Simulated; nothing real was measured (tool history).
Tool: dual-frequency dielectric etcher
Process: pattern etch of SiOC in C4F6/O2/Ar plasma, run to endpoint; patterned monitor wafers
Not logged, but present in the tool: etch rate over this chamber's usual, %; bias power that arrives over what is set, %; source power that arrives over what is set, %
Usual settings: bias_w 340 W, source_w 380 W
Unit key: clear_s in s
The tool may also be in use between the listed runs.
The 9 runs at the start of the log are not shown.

| run | hour | bias_w | source_w | wafers since the last listed run | hours since the last wet clean | hours since the last bias power generator calibration | hours since the last source power generator calibration | hours since the last upper electrode change | incoming incoming film thickness, nm | clear_s |
|---|---|---|---|---|---|---|---|---|---|---|
| 10 | 244 | 340 | 380 | 86 | 5.3 | 4351.7 | 5259.9 | 4008.5 | 50.31 | 18.8 |
|  | 259.5 | bias power generator calibrated |
| 11 | 279.4 | 340 | 380 | 564 | 40.7 | 19.9 | 5295.3 | 4043.9 | 49.79 | 18.5 |
| 12 | 293.2 | 340 | 330 | 248 | 54.5 | 33.7 | 5309.1 | 4057.7 | 50.2 | 20 |
|  | 325.5 | upper electrode replaced, of another model than before |
| 13 | 326 | 340 | 380 | 158 | 87.3 | 66.5 | 5341.9 | 0.5 | 50.44 | 18.8 |
| 14 | 335.5 | 340 | 380 | 170 | 96.8 | 76 | 5351.4 | 10 | 50.1 | 18.7 |
| 15 | 356.3 | 404 | 410 | 373 | 117.6 | 96.8 | 5372.2 | 30.8 | 49.74 | 15.8 |
| 16 | 380.8 | 340 | 380 | 440 | 142.1 | 121.3 | 5396.7 | 55.3 | 49.99 | 18.5 |
| 17 | 411.2 | 414 | 430 | 546 | 172.5 | 151.7 | 5427.1 | 85.7 | 49.5 | 15 |
| 18 | 443.8 | 340 | 460 | 586 | 205.1 | 184.3 | 5459.7 | 118.3 | 49.68 | 16.1 |
| 19 | 461.9 | 377 | 310 | 325 | 223.2 | 202.4 | 5477.8 | 136.4 | 50 | 20.3 |
| 20 | 477.3 | 364 | 330 | 276 | 238.6 | 217.8 | 5493.2 | 151.8 | 49.65 | 19.4 |
| 21 | 496.7 | 266 | 410 | 348 | 258 | 237.2 | 5512.6 | 171.2 | 50.47 | 20.7 |
| 22 | 530 | 297 | 440 | 598 | 291.3 | 270.5 | 5545.9 | 204.5 | 49.7 | 17.8 |
|  | 541.2 | source power generator calibrated |
| 23 | 543.9 | 378 | 450 | 178 | 305.2 | 284.4 | 2.7 | 218.4 | 50.26 | 15.3 |
| 24 | 572 | 340 | 380 | 505 | 333.3 | 312.5 | 30.8 | 246.5 | 50.04 | 18.1 |
|  | 628.7 | wet clean of the chamber |
| 25 | 629.2 | 340 | 380 | 596 | 0.5 | 369.7 | 88 | 303.7 | 49.63 | 18.5 |
| 26 | 634.9 | 291 | 350 | 102 | 6.2 | 375.4 | 93.7 | 309.4 | 49.24 | 21.5 |
| 27 | 670.7 | 340 | 380 | 643 | 42 | 411.2 | 129.5 | 345.2 | 50.04 | 18.7 |
| 28 | 693.7 | 386 | 350 | 413 | 65 | 434.2 | 152.5 | 368.2 | 49.63 | 18 |
| 29 | 712.4 | 340 | 380 | 336 | 83.7 | 452.9 | 171.2 | 386.9 | 49.52 | 18.4 |
| 30 | 747.1 | 374 | 290 | 623 | 118.4 | 487.6 | 205.9 | 421.6 | 49.71 | 21.5 |
| 31 | 778.3 | 340 | 380 | 560 | 149.6 | 518.8 | 237.1 | 452.8 | 49.61 | 18.1 |
| 32 | 790.8 | 410 | 340 | 224 | 162.1 | 531.3 | 249.6 | 465.3 | 49.41 | 17.7 |
| 33 | 806.8 | 261 | 290 | 287 | 178.1 | 547.3 | 265.6 | 481.3 | 49.85 | 27.3 |
| 34 | 836.9 | 299 | 420 | 541 | 208.2 | 577.4 | 295.7 | 511.4 | 49.77 | 18.5 |

Here are 5 independent what-if runs from the current tool condition. What would each one return?
| A | 837.3 | 340 | 290 | 7 | 208.6 | 577.8 | 296.1 | 511.8 | 50.07 | ? |
| B | 837.3 | 384 | 310 | 7 | 208.6 | 577.8 | 296.1 | 511.8 | 50.07 | ? |
| C | 837.3 | 283 | 410 | 7 | 208.6 | 577.8 | 296.1 | 511.8 | 50.07 | ? |
| D | 837.3 | 382 | 350 | 7 | 208.6 | 577.8 | 296.1 | 511.8 | 50.07 | ? |
| E | 837.3 | 404 | 440 | 7 | 208.6 | 577.8 | 296.1 | 511.8 | 50.07 | ? |

| run | clear_s |
|---|---|
| A | 22.8 |
| B | 19.8 |
| C | 19.5 |
| D | 18.1 |
| E | 14.9 |
Take away the tool's hidden state, keep each run's random variation, and the runs would have read:
| run | clear_s |
|---|---|
| A | 23.2 |
| B | 20.2 |
| C | 19.9 |
| D | 18.4 |
| E | 15.2 |

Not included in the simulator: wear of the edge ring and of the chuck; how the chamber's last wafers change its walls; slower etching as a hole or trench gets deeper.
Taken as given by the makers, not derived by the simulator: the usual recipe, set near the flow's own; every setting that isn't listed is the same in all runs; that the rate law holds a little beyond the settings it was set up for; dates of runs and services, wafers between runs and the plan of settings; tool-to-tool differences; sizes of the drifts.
